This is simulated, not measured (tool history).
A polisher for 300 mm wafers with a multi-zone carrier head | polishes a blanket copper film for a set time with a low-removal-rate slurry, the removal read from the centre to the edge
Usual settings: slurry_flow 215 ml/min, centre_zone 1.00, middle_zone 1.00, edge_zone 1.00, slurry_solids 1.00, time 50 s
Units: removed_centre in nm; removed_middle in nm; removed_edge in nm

run	hour	slurry_flow	centre_zone	middle_zone	edge_zone	slurry_solids	time	wafers since the last listed run	wafers polished on this pad	hours since the slurry nozzle was cleaned	hours since the centre zone pressure was calibrated	hours since the edge zone pressure was calibrated	hours since the carrier head's membrane was replaced	incoming thickness of the incoming film, nm	removed_centre	removed_middle	removed_edge
1	0.0	215	1.03	1.00	1.00	1.00	50	0	849	418.0	237.7	421.4	810.3	1401.9	138.9	135.0	135.7
2	14.1	215	1.00	1.00	1.00	1.00	50	133	983	432.1	251.8	435.5	824.4	1400.8	132.2	132.6	134.0
# hour 18.3: worn pad replaced by a new one
3	25.6	215	1.00	1.00	1.00	1.00	50	71	69	443.6	263.3	447.0	835.9	1376.8	142.2	143.8	145.9
4	34.1	215	1.00	1.00	1.00	1.00	50	80	150	452.1	271.8	455.5	844.4	1394.9	140.1	144.3	147.2
5	43.9	215	1.00	1.00	1.00	1.00	50	92	243	461.9	281.6	465.3	854.2	1373.4	142.8	142.6	145.8
# hour 54.7: centre zone pressure recalibrated
6	57.4	155	1.00	1.08	1.08	0.70	50	109	352	475.4	2.7	478.8	867.7	1399.1	120.5	132.8	134.5
7	69.2	215	1.08	1.00	1.00	1.25	50	111	464	487.2	14.5	490.6	879.5	1405.2	156.3	144.5	147.7
8	82.0	215	1.00	1.09	0.94	1.00	61	121	585	500.0	27.3	503.4	892.3	1406.2	164.9	182.7	163.8
# hour 85.6: edge zone pressure recalibrated
9	104.2	240	1.00	1.00	1.00	0.70	50	191	777	522.2	49.5	18.6	914.5	1381.9	126.8	126.1	128.1
# hour 119.7: worn pad replaced by a new one
10	120.2	185	1.00	1.00	1.00	1.00	50	113	4	538.2	65.5	34.6	930.5	1414.6	141.8	141.3	146.9
11	125.5	215	1.00	1.00	1.00	1.00	50	50	55	543.5	70.8	39.9	935.8	1396.1	144.9	146.9	146.3
12	142.2	215	1.00	1.00	1.00	1.00	50	158	213	560.2	87.5	56.6	952.5	1390.9	143.1	143.3	143.8
# hour 151.4: slurry nozzle cleaned
# hour 152.9: carrier head's membrane replaced by a new one
13	153.4	215	1.11	1.00	1.00	1.00	36	82	296	2.0	98.7	67.8	0.5	1370.3	110.7	102.0	104.5
14	168.3	215	1.00	0.90	1.00	0.90	67	141	437	16.9	113.6	82.7	15.4	1407.0	177.4	170.5	188.3
15	174.9	215	1.00	1.00	1.00	1.00	43	62	499	23.5	120.2	89.3	22.0	1402.2	115.6	120.7	122.1
# hour 208.3: worn pad replaced by a new one
16	224.2	215	1.00	1.00	1.00	1.30	50	429	151	72.8	169.5	138.6	71.3	1383.6	148.6	152.6	154.0
17	268.6	235	1.12	1.00	1.00	1.00	50	421	572	117.2	213.9	183.0	115.7	1385.8	153.2	141.5	140.4
18	285.2	215	1.00	1.00	1.00	1.00	50	157	729	133.8	230.5	199.6	132.3	1361.6	134.5	134.3	138.7
19	295.5	165	1.00	1.00	1.00	1.00	50	97	827	144.1	240.8	209.9	142.6	1371.9	126.0	131.5	133.3
20	311.5	215	0.89	1.00	1.00	1.00	62	151	979	160.1	256.8	225.9	158.6	1382.5	145.7	167.6	166.8
# hour 317.1: worn pad replaced by a new one
21	318.4	255	1.10	1.00	0.97	1.00	65	27	12	167.0	263.7	232.8	165.5	1381.2	214.8	197.1	196.3
22	332.4	215	1.08	1.00	1.11	0.80	34	132	145	181.0	277.7	246.8	179.5	1388.6	101.5	93.8	101.3

Forecast each of these 3 alternatives for the next run:
A	332.8	215	1.00	1.00	1.00	1.00	50	3	149	181.4	278.1	247.2	179.9	1375.9	?	?	?
B	332.8	240	0.92	1.00	1.00	1.00	50	3	149	181.4	278.1	247.2	179.9	1375.9	?	?	?
C	332.8	290	1.00	1.00	1.11	0.75	59	3	149	181.4	278.1	247.2	179.9	1375.9	?	?	?

run	removed_centre	removed_middle	removed_edge
A	140.3	144.7	145.0
B	131.0	146.8	146.4
C	162.0	166.4	174.1
Without the tool's hidden state the same runs would have given:
run	removed_centre	removed_middle	removed_edge
A	142.8	147.3	147.5
B	133.3	149.3	149.0
C	164.9	169.3	177.1
